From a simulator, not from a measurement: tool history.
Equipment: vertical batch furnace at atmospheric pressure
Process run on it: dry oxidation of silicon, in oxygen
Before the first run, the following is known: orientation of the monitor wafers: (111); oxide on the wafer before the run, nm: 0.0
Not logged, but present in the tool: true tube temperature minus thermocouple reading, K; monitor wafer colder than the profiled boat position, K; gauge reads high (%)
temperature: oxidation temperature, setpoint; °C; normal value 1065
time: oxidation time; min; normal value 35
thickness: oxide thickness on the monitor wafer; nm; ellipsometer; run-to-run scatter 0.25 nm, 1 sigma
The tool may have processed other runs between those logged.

| run | hour | temperature | time | wafers since the last listed run | hours since the last temperature calibration | hours since the boat lift was adjusted | hours since the gauge calibration | read-back reference wafer on the same gauge, thickness | thickness |
|---|---|---|---|---|---|---|---|---|---|
| 1 | 0 | 1065 | 35 | 0 | 1411.8 | 3980.5 | 474.3 | 66 | 76.78 |
| 2 | 27.9 | 1065 | 35 | 289 | 1439.7 | 4008.4 | 502.2 | 66.06 | 77.32 |
| 3 | 64.1 | 1065 | 35 | 375 | 1475.9 | 4044.6 | 538.4 | 65.98 | 76.87 |
| 4 | 122 | 1065 | 28.5 | 600 | 1533.8 | 4102.5 | 596.3 | 65.97 | 67.77 |
| 5 | 178.3 | 1065 | 28.5 | 583 | 1590.1 | 4158.8 | 652.6 | 65.99 | 67.89 |
| 6 | 226.8 | 1065 | 28.5 | 502 | 1638.6 | 4207.3 | 701.1 | 66.05 | 67.52 |
| 7 | 281.5 | 1047 | 22.5 | 566 | 1693.3 | 4262 | 755.8 | 66.06 | 52.07 |
|  | 282.2 | gauge calibrated |
|  | 306.5 | thermocouples replaced and temperature profile calibrated |
| 8 | 336.8 | 1047 | 22.5 | 324 | 30.3 | 4317.3 | 54.6 | 65.95 | 50.52 |
| 9 | 383.3 | 1047 | 22.5 | 481 | 76.8 | 4363.8 | 101.1 | 66 | 50.84 |
| 10 | 421.7 | 1058 | 41.5 | 397 | 115.2 | 4402.2 | 139.5 | 66.03 | 80.95 |
|  | 486.2 | boat lift adjusted |
| 11 | 486.7 | 1055 | 50.5 | 424 | 180.2 | 0.5 | 204.5 | 66.03 | 89.98 |
| 12 | 536.3 | 1051 | 24 | 514 | 229.8 | 50.1 | 254.1 | 66.05 | 54.47 |
| 13 | 593 | 1078 | 29.5 | 587 | 286.5 | 106.8 | 310.8 | 65.96 | 75.13 |
| 14 | 649.9 | 1077 | 42.5 | 589 | 343.4 | 163.7 | 367.7 | 66 | 93.57 |
| 15 | 685.5 | 1082 | 18.5 | 368 | 379 | 199.3 | 403.3 | 65.98 | 57.76 |
| 16 | 757 | 1082 | 21 | 741 | 450.5 | 270.8 | 474.8 | 66.03 | 62.4 |
| 17 | 786.1 | 1065 | 35 | 301 | 479.6 | 299.9 | 503.9 | 66.01 | 76.79 |
| 18 | 823 | 1065 | 35 | 382 | 516.5 | 336.8 | 540.8 | 66.03 | 77.23 |

Hidden state or all else? Some run-to-run changes of thickness, split into what the settings, what came in and random variation would give without the hidden state, and what is left for the hidden state (with any gauge scatter that isn't in both results):
Run 7 -> 8: gauge calibrated, thermocouples replaced and temperature profile calibrated. thickness -1.55 nm: hidden state -1.31, all else -0.24.
Run 14 -> 15: temperature 1077 -> 1082, time 42.5 -> 18.5. thickness -35.81 nm: hidden state -0.51, all else -35.3.
